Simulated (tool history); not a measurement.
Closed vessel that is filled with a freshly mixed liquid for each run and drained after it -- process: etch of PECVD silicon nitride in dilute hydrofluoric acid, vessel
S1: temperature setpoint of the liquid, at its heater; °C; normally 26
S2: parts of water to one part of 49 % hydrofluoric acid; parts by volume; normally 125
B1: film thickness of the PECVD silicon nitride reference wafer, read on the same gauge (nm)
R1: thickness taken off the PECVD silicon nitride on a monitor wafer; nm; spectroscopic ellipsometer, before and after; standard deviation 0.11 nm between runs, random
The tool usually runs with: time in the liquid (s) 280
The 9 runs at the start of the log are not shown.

Run 10, day 10.229: usual settings; B1 150. Result: R1 13.24 nm.
Run 11, day 10.85: usual settings but time in the liquid (s) 200; B1 150.05. Result: R1 9.54 nm.
Run 12, day 11.746: usual settings but S2 170 parts by volume; B1 149.98. Result: R1 9.65 nm.
Run 13, day 12.329: usual settings but S2 85 parts by volume; B1 150.02. Result: R1 19.56 nm.
Run 14, day 13.258: usual settings but time in the liquid (s) 370; B1 149.94. Result: R1 17.57 nm.
Run 15, day 14.704: usual settings; B1 149.98. Result: R1 13.02 nm.
Run 16, day 15.267: usual settings but S2 175 parts by volume; B1 149.96. Result: R1 9.4 nm.
Run 17, day 15.775: usual settings but time in the liquid (s) 350; B1 149.98. Result: R1 16.49 nm.
Run 18, day 17.092: usual settings but S1 22 °C; B1 150.02. Result: R1 10.02 nm.
Run 19, day 18.329: usual settings but S1 22 °C, S2 75 parts by volume; B1 150.03. Result: R1 16.61 nm.
At day 18.954: gauge calibrated.
Run 20, day 19.45: usual settings; B1 150.02. Result: R1 13.29 nm.
At day 19.7: hydrofluoric acid flow meter replaced.
Run 21, day 20.188: usual settings but S2 65 parts by volume, time in the liquid (s) 380; B1 150.02. Result: R1 33.99 nm.
Run 22, day 21.646: usual settings but S1 22.5 °C, S2 170 parts by volume, time in the liquid (s) 180; B1 150.03. Result: R1 4.99 nm.
Run 23, day 23.108: usual settings but S2 140 parts by volume, time in the liquid (s) 385; B1 150.03. Result: R1 16.23 nm.
Run 24, day 24.479: usual settings but S2 100 parts by volume; B1 150.02. Result: R1 16.36 nm.
Run 25, day 25.054: usual settings; B1 150.03. Result: R1 13.01 nm.
Run 26, day 25.888: usual settings; B1 150. Result: R1 13.01 nm.
Run 27, day 27.158: usual settings; B1 150. Result: R1 13.39 nm.
Run 28, day 27.696: usual settings but S1 24.5 °C; B1 149.99. Result: R1 11.84 nm.
Run 29, day 28.675: usual settings but S2 95 parts by volume; B1 149.97. Result: R1 17.24 nm.
Run 30, day 29.554: usual settings but S1 29 °C, S2 95 parts by volume, time in the liquid (s) 140; B1 150. Result: R1 10.66 nm.
Run 31, day 30.471: usual settings but S1 29.5 °C, S2 160 parts by volume, time in the liquid (s) 145; B1 149.98. Result: R1 6.56 nm.
Run 32, day 31.533: usual settings but S1 23 °C, S2 80 parts by volume; B1 150.01. Result: R1 16.53 nm.

Predict each of these 4 candidate next runs independently; none follows another, all start after run 32:
Run A, day 31.562: usual settings but S1 27.5 °C; B1 ?. Result: R1 ?.
Run B, day 31.562: usual settings but S1 27.5 °C, S2 105 parts by volume, time in the liquid (s) 225; B1 ?. Result: R1 ?.
Run C, day 31.562: usual settings but S1 22.5 °C, S2 75 parts by volume, time in the liquid (s) 130; B1 ?. Result: R1 ?.
Run D, day 31.562: usual settings but S2 160 parts by volume, time in the liquid (s) 415; B1 ?. Result: R1 ?.

run      B1     R1
  A  150.03  14.57
  B  150.03  13.93
  C  150.03   8.09
  D  150.03  15.34
Without the tool's hidden state the same runs would have given:
run     R1
  A  14.57
  B  13.93
  C   8.09
  D  15.34
